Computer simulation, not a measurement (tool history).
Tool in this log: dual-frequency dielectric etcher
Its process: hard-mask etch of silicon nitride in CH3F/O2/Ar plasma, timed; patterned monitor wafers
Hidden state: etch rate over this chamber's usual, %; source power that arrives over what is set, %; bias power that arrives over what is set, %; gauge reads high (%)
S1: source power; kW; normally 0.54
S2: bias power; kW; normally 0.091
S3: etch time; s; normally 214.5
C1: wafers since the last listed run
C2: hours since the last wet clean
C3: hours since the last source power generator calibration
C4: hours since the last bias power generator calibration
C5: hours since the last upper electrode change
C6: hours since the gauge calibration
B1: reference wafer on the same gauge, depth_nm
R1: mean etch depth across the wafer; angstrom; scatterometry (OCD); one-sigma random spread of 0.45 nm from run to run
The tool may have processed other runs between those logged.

run,hour,S1,S2,S3,C1,C2,C3,C4,C5,C6,B1,R1
1,0,0.47,0.091,214.5,0,361.9,41.6,3116.6,2826.2,1376,171.9,1521
2,35.7,0.47,0.091,214.5,137,397.6,77.3,3152.3,2861.9,1411.7,172,1527
3,67.4,0.54,0.091,214.5,122,429.3,109,3184,2893.6,1443.4,171.9,1655
4,116.3,0.54,0.091,214.5,188,478.2,157.9,3232.9,2942.5,1492.3,172,1652
# hour 181.4: wet clean of the chamber
5,181.9,0.54,0.091,214.5,160,0.5,223.5,3298.5,3008.1,1557.9,172,1652
6,197.2,0.59,0.091,233.5,59,15.8,238.8,3313.8,3023.4,1573.2,172,1889
7,255.6,0.63,0.091,214.5,225,74.2,297.2,3372.2,3081.8,1631.6,172,1799
8,432.8,0.54,0.091,234,683,251.4,474.4,3549.4,3259,1808.8,171.9,1794
9,486.5,0.54,0.091,259.5,207,305.1,528.1,3603.1,3312.7,1862.5,172,1983
10,538.8,0.48,0.114,150.5,201,357.4,580.4,3655.4,3365,1914.8,172,1152
# hour 594.1: upper electrode replaced
# hour 723.1: wet clean of the chamber
11,750.8,0.4,0.103,214.5,632,27.7,792.4,3867.4,156.7,2126.8,172,1401
12,805.9,0.54,0.091,214.5,212,82.8,847.5,3922.5,211.8,2181.9,172,1635
13,858.4,0.54,0.091,214.5,202,135.3,900,3975,264.3,2234.4,172,1633
14,889.4,0.67,0.072,174.5,119,166.3,931,4006,295.3,2265.4,172,1402
15,928.3,0.54,0.091,214.5,150,205.2,969.9,4044.9,334.2,2304.3,172,1632
16,977.3,0.43,0.105,214.5,189,254.2,1018.9,4093.9,383.2,2353.3,172,1480
17,1030.8,0.59,0.098,214.5,206,307.7,1072.4,4147.4,436.7,2406.8,172,1752
18,1082.1,0.68,0.081,214.5,197,359,1123.7,4198.7,488,2458.1,172.1,1790
# hour 1198: bias power generator calibrated
# hour 1208.7: wet clean of the chamber
# hour 1209.5: gauge calibrated
19,1263,0.54,0.071,214.5,641,54.3,1304.6,65,668.9,53.5,171.9,1510
20,1301.1,0.49,0.076,197.5,147,92.4,1342.7,103.1,707,91.6,172,1330
21,1355.7,0.42,0.07,214.5,210,147,1397.3,157.7,761.6,146.2,171.9,1276
22,1401.6,0.54,0.091,214.5,177,192.9,1443.2,203.6,807.5,192.1,172.1,1628
23,1465.1,0.54,0.091,214.5,245,256.4,1506.7,267.1,871,255.6,172,1620
24,1522.4,0.54,0.091,254.5,221,313.7,1564,324.4,928.3,312.9,172,1928
25,1552.1,0.65,0.106,178,114,343.4,1593.7,354.1,958,342.6,172.1,1576
26,1608,0.65,0.109,188,215,399.3,1649.6,410,1013.9,398.5,172.1,1678
27,1672.9,0.65,0.076,214.5,250,464.2,1714.5,474.9,1078.8,463.4,172,1708
28,1729.3,0.61,0.075,195.5,217,520.6,1770.9,531.3,1135.2,519.8,172.1,1500
# hour 1769: wet clean of the chamber
29,1800,0.54,0.091,214.5,180,31,1841.6,602,1205.9,590.5,172.1,1627

Below are 4 alternative next runs, each starting from the tool's condition after run 29. Predict each:
A,1800.5,0.54,0.091,214.5,1,31.5,1842.1,602.5,1206.4,591,?,?
B,1800.5,0.42,0.091,231.5,1,31.5,1842.1,602.5,1206.4,591,?,?
C,1800.5,0.54,0.091,158.5,1,31.5,1842.1,602.5,1206.4,591,?,?
D,1800.5,0.46,0.069,160,1,31.5,1842.1,602.5,1206.4,591,?,?

run,B1,R1
A,172.1,1627
B,172.1,1495
C,172.1,1202
D,172.1,1008
Take away the tool's hidden state, keep each run's random variation, and the runs would have read:
run,R1
A,1658
B,1523
C,1225
D,1027
